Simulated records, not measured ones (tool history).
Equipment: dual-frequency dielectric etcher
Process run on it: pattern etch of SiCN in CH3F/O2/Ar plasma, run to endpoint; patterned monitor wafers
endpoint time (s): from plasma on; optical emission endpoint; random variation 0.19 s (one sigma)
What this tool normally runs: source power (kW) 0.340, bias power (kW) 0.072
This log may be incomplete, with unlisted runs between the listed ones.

| run | hour | source power (kW) | bias power (kW) | wafers since the last listed run | hours since the last wet clean | hours since the last source power generator calibration | hours since the last bias power generator calibration | hours since the last upper electrode change | incoming incoming film thickness, nm | endpoint time (s) |
|---|---|---|---|---|---|---|---|---|---|---|
| 1 | 0.0 | 0.340 | 0.084 | 0 | 495.5 | 1430.2 | 362.4 | 2394.3 | 9.21 | 21.6 |
|  | 28.1 | wet clean of the chamber |
| 2 | 88.5 | 0.340 | 0.084 | 601 | 60.4 | 1518.7 | 450.9 | 2482.8 | 9.21 | 22.4 |
| 3 | 309.8 | 0.340 | 0.084 | 2064 | 281.7 | 1740.0 | 672.2 | 2704.1 | 9.21 | 22.2 |
| 4 | 377.2 | 0.340 | 0.072 | 628 | 349.1 | 1807.4 | 739.6 | 2771.5 | 9.26 | 23.4 |
| 5 | 451.0 | 0.340 | 0.072 | 688 | 422.9 | 1881.2 | 813.4 | 2845.3 | 9.03 | 22.3 |
|  | 540.9 | wet clean of the chamber |
| 6 | 609.7 | 0.340 | 0.072 | 1256 | 68.8 | 2039.9 | 972.1 | 3004.0 | 9.22 | 24.0 |
| 7 | 682.9 | 0.340 | 0.072 | 683 | 142.0 | 2113.1 | 1045.3 | 3077.2 | 9.20 | 23.6 |
| 8 | 728.3 | 0.340 | 0.072 | 423 | 187.4 | 2158.5 | 1090.7 | 3122.6 | 9.29 | 23.6 |
|  | 842.5 | source power generator calibrated |
|  | 864.5 | upper electrode replaced, of another model than before |
| 9 | 933.5 | 0.340 | 0.072 | 1672 | 392.6 | 91.0 | 1295.9 | 69.0 | 9.27 | 22.9 |
|  | 979.8 | wet clean of the chamber |
| 10 | 1030.4 | 0.340 | 0.072 | 680 | 50.6 | 187.9 | 1392.8 | 165.9 | 9.15 | 23.8 |
| 11 | 1327.5 | 0.340 | 0.072 | 2772 | 347.7 | 485.0 | 1689.9 | 463.0 | 9.33 | 23.4 |
|  | 1389.3 | wet clean of the chamber |
| 12 | 1419.9 | 0.340 | 0.072 | 638 | 30.6 | 577.4 | 1782.3 | 555.4 | 9.21 | 23.9 |
| 13 | 1464.5 | 0.340 | 0.058 | 416 | 75.2 | 622.0 | 1826.9 | 600.0 | 9.14 | 27.1 |
| 14 | 1525.3 | 0.340 | 0.065 | 567 | 136.0 | 682.8 | 1887.7 | 660.8 | 9.22 | 25.5 |
| 15 | 1628.0 | 0.340 | 0.072 | 958 | 238.7 | 785.5 | 1990.4 | 763.5 | 9.20 | 23.4 |
| 16 | 1699.0 | 0.340 | 0.084 | 662 | 309.7 | 856.5 | 2061.4 | 834.5 | 9.27 | 21.2 |
|  | 1705.9 | bias power generator calibrated |
| 17 | 1767.2 | 0.340 | 0.072 | 599 | 377.9 | 924.7 | 61.3 | 902.7 | 9.16 | 22.6 |
|  | 1812.9 | wet clean of the chamber |
| 18 | 1865.7 | 0.340 | 0.089 | 695 | 52.8 | 1023.2 | 159.8 | 1001.2 | 9.13 | 21.1 |
| 19 | 1905.5 | 0.280 | 0.058 | 371 | 92.6 | 1063.0 | 199.6 | 1041.0 | 9.23 | 28.9 |
| 20 | 1985.8 | 0.340 | 0.057 | 749 | 172.9 | 1143.3 | 279.9 | 1121.3 | 9.22 | 27.3 |
| 21 | 2040.0 | 0.340 | 0.064 | 505 | 227.1 | 1197.5 | 334.1 | 1175.5 | 9.29 | 25.5 |
| 22 | 2097.2 | 0.360 | 0.078 | 533 | 284.3 | 1254.7 | 391.3 | 1232.7 | 9.14 | 21.8 |
| 23 | 2156.9 | 0.340 | 0.087 | 557 | 344.0 | 1314.4 | 451.0 | 1292.4 | 9.23 | 20.8 |
| 24 | 2206.1 | 0.360 | 0.087 | 459 | 393.2 | 1363.6 | 500.2 | 1341.6 | 9.20 | 20.1 |
|  | 2235.7 | wet clean of the chamber |
| 25 | 2259.7 | 0.340 | 0.072 | 276 | 24.0 | 1417.2 | 553.8 | 1395.2 | 9.14 | 23.7 |
| 26 | 2305.6 | 0.290 | 0.086 | 428 | 69.9 | 1463.1 | 599.7 | 1441.1 | 9.18 | 21.8 |

5 options for the next run, each taken on its own from the tool as it stands now. Forecast them:
| A | 2306.0 | 0.340 | 0.072 | 3 | 70.3 | 1463.5 | 600.1 | 1441.5 | 9.37 | ? |
| B | 2306.0 | 0.390 | 0.080 | 3 | 70.3 | 1463.5 | 600.1 | 1441.5 | 9.37 | ? |
| C | 2306.0 | 0.340 | 0.055 | 3 | 70.3 | 1463.5 | 600.1 | 1441.5 | 9.37 | ? |
| D | 2306.0 | 0.370 | 0.087 | 3 | 70.3 | 1463.5 | 600.1 | 1441.5 | 9.37 | ? |
| E | 2306.0 | 0.340 | 0.062 | 3 | 70.3 | 1463.5 | 600.1 | 1441.5 | 9.37 | ? |

| run | endpoint time (s) |
|---|---|
| A | 24.1 |
| B | 21.8 |
| C | 28.7 |
| D | 21.1 |
| E | 26.5 |
The same runs, with their run-to-run variation unchanged, on a tool lacking any hidden condition would have given:
| run | endpoint time (s) |
|---|---|
| A | 24.5 |
| B | 22.1 |
| C | 29.2 |
| D | 21.4 |
| E | 26.9 |

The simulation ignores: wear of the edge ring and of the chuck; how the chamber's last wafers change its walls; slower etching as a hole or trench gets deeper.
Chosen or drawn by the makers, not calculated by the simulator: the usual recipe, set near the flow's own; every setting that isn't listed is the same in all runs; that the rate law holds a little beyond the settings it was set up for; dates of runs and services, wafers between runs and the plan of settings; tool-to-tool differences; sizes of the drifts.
